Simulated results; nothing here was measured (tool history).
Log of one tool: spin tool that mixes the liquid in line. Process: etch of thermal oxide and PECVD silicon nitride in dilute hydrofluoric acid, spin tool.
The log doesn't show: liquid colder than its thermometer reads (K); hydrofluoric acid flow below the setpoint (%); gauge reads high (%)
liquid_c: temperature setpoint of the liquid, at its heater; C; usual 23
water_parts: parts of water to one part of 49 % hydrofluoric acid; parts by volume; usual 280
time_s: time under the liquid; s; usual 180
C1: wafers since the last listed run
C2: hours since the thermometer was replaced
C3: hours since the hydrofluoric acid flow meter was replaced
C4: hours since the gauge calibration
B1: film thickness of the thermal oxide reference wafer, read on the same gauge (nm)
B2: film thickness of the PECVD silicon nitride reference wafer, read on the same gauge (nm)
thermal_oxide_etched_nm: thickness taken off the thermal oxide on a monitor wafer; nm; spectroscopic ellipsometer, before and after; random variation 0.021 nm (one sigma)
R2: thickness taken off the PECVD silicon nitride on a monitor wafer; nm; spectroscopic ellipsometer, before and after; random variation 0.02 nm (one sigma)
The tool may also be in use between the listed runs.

{"run": 1, "day": 0.0, "liquid_c": 20.5, "water_parts": 280, "time_s": 180, "C1": 0, "C2": 2578.6, "C3": 1514.1, "C4": 1425.7, "B1": 69.998, "B2": 149.995, "thermal_oxide_etched_nm": 2.071, "R2": 1.342}
{"run": 2, "day": 1.988, "liquid_c": 20.5, "water_parts": 280, "time_s": 180, "C1": 420, "C2": 2626.3, "C3": 1561.8, "C4": 1473.4, "B1": 70.008, "B2": 149.999, "thermal_oxide_etched_nm": 2.118, "R2": 1.322}
{"run": 3, "day": 4.242, "liquid_c": 20.5, "water_parts": 280, "time_s": 180, "C1": 476, "C2": 2680.4, "C3": 1615.9, "C4": 1527.5, "B1": 70.004, "B2": 150.002, "thermal_oxide_etched_nm": 2.068, "R2": 1.341}
{"run": 4, "day": 6.325, "liquid_c": 23, "water_parts": 360, "time_s": 180, "C1": 440, "C2": 2730.4, "C3": 1665.9, "C4": 1577.5, "B1": 69.995, "B2": 149.991, "thermal_oxide_etched_nm": 1.657, "R2": 1.228}
{"run": 5, "day": 7.833, "liquid_c": 23, "water_parts": 280, "time_s": 180, "C1": 318, "C2": 2766.6, "C3": 1702.1, "C4": 1613.7, "B1": 70.004, "B2": 150.022, "thermal_oxide_etched_nm": 2.296, "R2": 1.58}
{"day": 9.596, "done": "thermometer replaced"}
{"run": 6, "day": 10.042, "liquid_c": 23, "water_parts": 280, "time_s": 180, "C1": 457, "C2": 10.7, "C3": 1755.1, "C4": 1666.7, "B1": 69.979, "B2": 149.994, "thermal_oxide_etched_nm": 2.308, "R2": 1.546}
{"run": 7, "day": 12.717, "liquid_c": 23, "water_parts": 280, "time_s": 180, "C1": 565, "C2": 74.9, "C3": 1819.3, "C4": 1730.9, "B1": 70.012, "B2": 149.983, "thermal_oxide_etched_nm": 2.294, "R2": 1.552}
{"run": 8, "day": 15.592, "liquid_c": 23, "water_parts": 280, "time_s": 180, "C1": 607, "C2": 143.9, "C3": 1888.3, "C4": 1799.9, "B1": 70.009, "B2": 149.991, "thermal_oxide_etched_nm": 2.292, "R2": 1.58}
{"run": 9, "day": 17.408, "liquid_c": 23, "water_parts": 390, "time_s": 90, "C1": 383, "C2": 187.5, "C3": 1931.9, "C4": 1843.5, "B1": 70.002, "B2": 150.003, "thermal_oxide_etched_nm": 0.738, "R2": 0.547}
{"day": 18.725, "done": "gauge calibrated"}
{"run": 10, "day": 19.338, "liquid_c": 23, "water_parts": 280, "time_s": 180, "C1": 407, "C2": 233.8, "C3": 1978.2, "C4": 14.7, "B1": 70.017, "B2": 149.994, "thermal_oxide_etched_nm": 2.285, "R2": 1.547}
{"run": 11, "day": 21.679, "liquid_c": 23, "water_parts": 150, "time_s": 235, "C1": 494, "C2": 290, "C3": 2034.4, "C4": 70.9, "B1": 69.993, "B2": 150.012, "thermal_oxide_etched_nm": 6.406, "R2": 3.773}
{"run": 12, "day": 22.7, "liquid_c": 27.5, "water_parts": 385, "time_s": 85, "C1": 215, "C2": 314.5, "C3": 2058.9, "C4": 95.4, "B1": 70.002, "B2": 150.023, "thermal_oxide_etched_nm": 0.827, "R2": 0.707}
{"run": 13, "day": 23.804, "liquid_c": 23, "water_parts": 280, "time_s": 220, "C1": 233, "C2": 341, "C3": 2085.4, "C4": 121.9, "B1": 69.999, "B2": 150.005, "thermal_oxide_etched_nm": 2.777, "R2": 1.889}
{"run": 14, "day": 26.708, "liquid_c": 23, "water_parts": 280, "time_s": 180, "C1": 613, "C2": 410.7, "C3": 2155.1, "C4": 191.6, "B1": 70.004, "B2": 149.987, "thermal_oxide_etched_nm": 2.301, "R2": 1.547}
{"run": 15, "day": 27.883, "liquid_c": 23, "water_parts": 280, "time_s": 180, "C1": 248, "C2": 438.9, "C3": 2183.3, "C4": 219.8, "B1": 69.982, "B2": 150.019, "thermal_oxide_etched_nm": 2.274, "R2": 1.544}
{"run": 16, "day": 29.725, "liquid_c": 20.5, "water_parts": 280, "time_s": 180, "C1": 389, "C2": 483.1, "C3": 2227.5, "C4": 264, "B1": 70.015, "B2": 149.995, "thermal_oxide_etched_nm": 2.103, "R2": 1.343}
{"day": 31.354, "done": "hydrofluoric acid flow meter replaced"}
{"run": 17, "day": 31.65, "liquid_c": 23, "water_parts": 230, "time_s": 125, "C1": 397, "C2": 529.3, "C3": 7.1, "C4": 310.2, "B1": 69.991, "B2": 149.995, "thermal_oxide_etched_nm": 2.045, "R2": 1.316}
{"run": 18, "day": 32.742, "liquid_c": 23, "water_parts": 280, "time_s": 180, "C1": 230, "C2": 555.5, "C3": 33.3, "C4": 336.4, "B1": 70.002, "B2": 149.991, "thermal_oxide_etched_nm": 2.292, "R2": 1.584}
{"run": 19, "day": 34.458, "liquid_c": 19, "water_parts": 240, "time_s": 180, "C1": 362, "C2": 596.7, "C3": 74.5, "C4": 377.6, "B1": 69.989, "B2": 150.005, "thermal_oxide_etched_nm": 2.351, "R2": 1.422}
{"run": 20, "day": 35.588, "liquid_c": 23, "water_parts": 280, "time_s": 180, "C1": 238, "C2": 623.8, "C3": 101.6, "C4": 404.7, "B1": 70.009, "B2": 150.002, "thermal_oxide_etched_nm": 2.288, "R2": 1.558}
{"run": 21, "day": 37.425, "liquid_c": 28, "water_parts": 145, "time_s": 180, "C1": 388, "C2": 667.9, "C3": 145.7, "C4": 448.8, "B1": 69.994, "B2": 149.997, "thermal_oxide_etched_nm": 6.114, "R2": 4.131}
{"run": 22, "day": 38.971, "liquid_c": 20.5, "water_parts": 280, "time_s": 180, "C1": 326, "C2": 705, "C3": 182.8, "C4": 485.9, "B1": 69.984, "B2": 150.006, "thermal_oxide_etched_nm": 2.102, "R2": 1.326}
{"run": 23, "day": 41.721, "liquid_c": 23, "water_parts": 280, "time_s": 285, "C1": 581, "C2": 771, "C3": 248.8, "C4": 551.9, "B1": 69.983, "B2": 150.01, "thermal_oxide_etched_nm": 3.608, "R2": 2.491}
{"run": 24, "day": 45.042, "liquid_c": 23, "water_parts": 400, "time_s": 180, "C1": 701, "C2": 850.7, "C3": 328.5, "C4": 631.6, "B1": 70.021, "B2": 149.996, "thermal_oxide_etched_nm": 1.446, "R2": 1.105}
{"run": 25, "day": 47.238, "liquid_c": 19, "water_parts": 365, "time_s": 260, "C1": 464, "C2": 903.4, "C3": 381.2, "C4": 684.3, "B1": 70.003, "B2": 149.972, "thermal_oxide_etched_nm": 2.014, "R2": 1.371}
{"run": 26, "day": 49.529, "liquid_c": 21, "water_parts": 380, "time_s": 265, "C1": 484, "C2": 958.4, "C3": 436.2, "C4": 739.3, "B1": 70.016, "B2": 150.011, "thermal_oxide_etched_nm": 2.107, "R2": 1.482}
{"run": 27, "day": 50.925, "liquid_c": 19.5, "water_parts": 215, "time_s": 105, "C1": 294, "C2": 991.9, "C3": 469.7, "C4": 772.8, "B1": 69.986, "B2": 150.011, "thermal_oxide_etched_nm": 1.634, "R2": 0.938}

Hidden state at the last listed run before each entry between runs and at the first one after, where it differs:
Between runs 5 and 6: thermometer replaced (day 9.596)
  no hidden state differs between the two runs
Between runs 9 and 10: gauge calibrated (day 18.725)
  no hidden state differs between the two runs
Between runs 16 and 17: hydrofluoric acid flow meter replaced (day 31.354)
  no hidden state differs between the two runs
